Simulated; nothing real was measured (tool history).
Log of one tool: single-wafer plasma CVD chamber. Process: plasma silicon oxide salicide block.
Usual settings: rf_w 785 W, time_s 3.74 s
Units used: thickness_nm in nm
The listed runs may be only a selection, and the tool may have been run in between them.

run	day	rf_w	time_s	wafers since the last listed run	hours since the last RF generator calibration	hours since the showerhead was replaced	hours since the gauge calibration	read-back reference wafer on the same gauge, thickness_nm	thickness_nm
1	0.000	785	3.74	0	448.6	2956.0	210.5	45.902	39.705
2	2.967	785	3.74	1792	519.8	3027.2	281.7	45.900	39.704
3	4.846	785	3.74	1135	564.9	3072.3	326.8	45.883	39.643
4	7.025	785	3.74	1317	617.2	3124.6	379.1	45.927	39.669
5	8.425	785	3.74	846	650.8	3158.2	412.7	45.878	39.748
6	9.858	785	3.74	866	685.2	3192.6	447.1	45.887	39.708
7	12.717	785	4.18	1727	753.8	3261.2	515.7	45.871	44.543
8	14.821	785	3.74	1271	804.3	3311.7	566.2	45.911	39.592
9	17.121	785	3.74	1390	859.5	3366.9	621.4	45.844	39.694
10	20.096	785	3.74	1798	930.9	3438.3	692.8	45.929	39.867
11	21.675	785	3.74	954	968.8	3476.2	730.7	45.897	39.857
12	23.662	785	3.74	1201	1016.5	3523.9	778.4	45.898	39.719
13	32.092	665	3.74	5094	1218.8	3726.2	980.7	45.900	37.978
14	34.292	785	3.74	1329	1271.6	3779.0	1033.5	45.948	39.530
15	36.271	785	3.74	1196	1319.1	3826.5	1081.0	45.848	39.387
16	37.833	785	3.74	944	1356.6	3864.0	1118.5	45.930	39.640
17	39.475	785	3.74	992	1396.0	3903.4	1157.9	45.865	39.538
18	42.117	785	3.74	1596	1459.4	3966.8	1221.3	45.878	39.714
19	43.317	785	3.74	725	1488.2	3995.6	1250.1	45.908	39.468
20	45.288	785	3.74	1191	1535.5	4042.9	1297.4	45.901	39.581
21	47.025	825	3.74	1050	1577.2	4084.6	1339.1	45.926	39.979
22	53.321	825	3.74	3805	1728.3	4235.7	1490.2	45.904	40.024
# day 55.675: gauge calibrated
23	61.733	785	3.74	5084	1930.2	4437.6	145.4	45.901	39.579
24	64.162	640	4.15	1468	1988.5	4495.9	203.7	45.875	41.458
25	66.767	665	3.74	1573	2051.0	4558.4	266.2	45.875	37.478
# day 68.188: RF generator calibrated
26	68.892	785	3.46	1082	16.9	4609.4	317.2	45.897	36.149
27	71.675	680	3.02	1682	83.7	4676.2	384.0	45.900	30.212
28	73.679	785	3.74	1211	131.8	4724.3	432.1	45.895	38.936
# day 75.729: showerhead replaced
29	75.958	865	4.13	1176	186.5	5.5	486.8	45.908	44.200
30	77.588	855	3.01	984	225.6	44.6	525.9	45.876	32.146
31	80.050	915	3.74	1488	284.7	103.7	585.0	45.921	40.682
32	81.833	710	3.55	1077	327.5	146.5	627.8	45.898	35.839
33	83.946	640	3.21	1276	378.2	197.2	678.5	45.936	31.673
34	85.525	785	3.74	954	416.1	235.1	716.4	45.913	38.736
35	90.242	735	3.74	2850	529.3	348.3	829.6	45.918	38.087
36	92.888	785	3.74	1599	592.8	411.8	893.1	45.924	38.816
# day 94.017: RF generator calibrated, repeated, since the last time left the tool worse
37	95.100	635	4.27	1135	26.0	464.9	946.2	45.924	42.845
38	96.396	785	3.74	783	57.1	496.0	977.3	45.952	40.040
39	98.229	785	3.74	1108	101.1	540.0	1021.3	45.943	39.826
40	99.712	925	3.74	896	136.7	575.6	1056.9	45.851	41.898
41	101.350	870	3.49	989	176.0	614.9	1096.2	45.885	38.292
42	102.371	785	3.74	616	200.5	639.4	1120.7	45.894	39.948
43	104.558	640	3.74	1322	253.0	691.9	1173.2	45.884	37.634
44	107.542	785	3.74	1803	324.6	763.5	1244.8	45.886	39.859
45	109.275	720	3.14	1047	366.2	805.1	1286.4	45.852	32.530

Take each entry between the runs: how does the hidden state at the last listed run before it differ from the hidden state at the first listed run after it?
In the gap between runs 22 and 23: gauge calibrated (day 55.675)
  delivered RF power above the setpoint (%): -4.48 -> -4.58
  measured result minus the result with no hidden state, thickness_nm: -0.513 -> -0.520 nm
In the gap between runs 25 and 26: RF generator calibrated (day 68.188)
  delivered RF power above the setpoint (%): -4.63 -> -8.03
  measured result minus the result with no hidden state, thickness_nm: -0.498 -> -0.849 nm
In the gap between runs 28 and 29: showerhead replaced (day 75.729)
  delivered RF power above the setpoint (%): -8.64 -> -8.9
  measured result minus the result with no hidden state, thickness_nm: -0.989 -> -1.158 nm
In the gap between runs 36 and 37: RF generator calibrated, repeated, since the last time left the tool worse (day 94.017)
  delivered RF power above the setpoint (%): -10.3 -> -0.277
  measured result minus the result with no hidden state, thickness_nm: -1.192 -> -0.033 nm
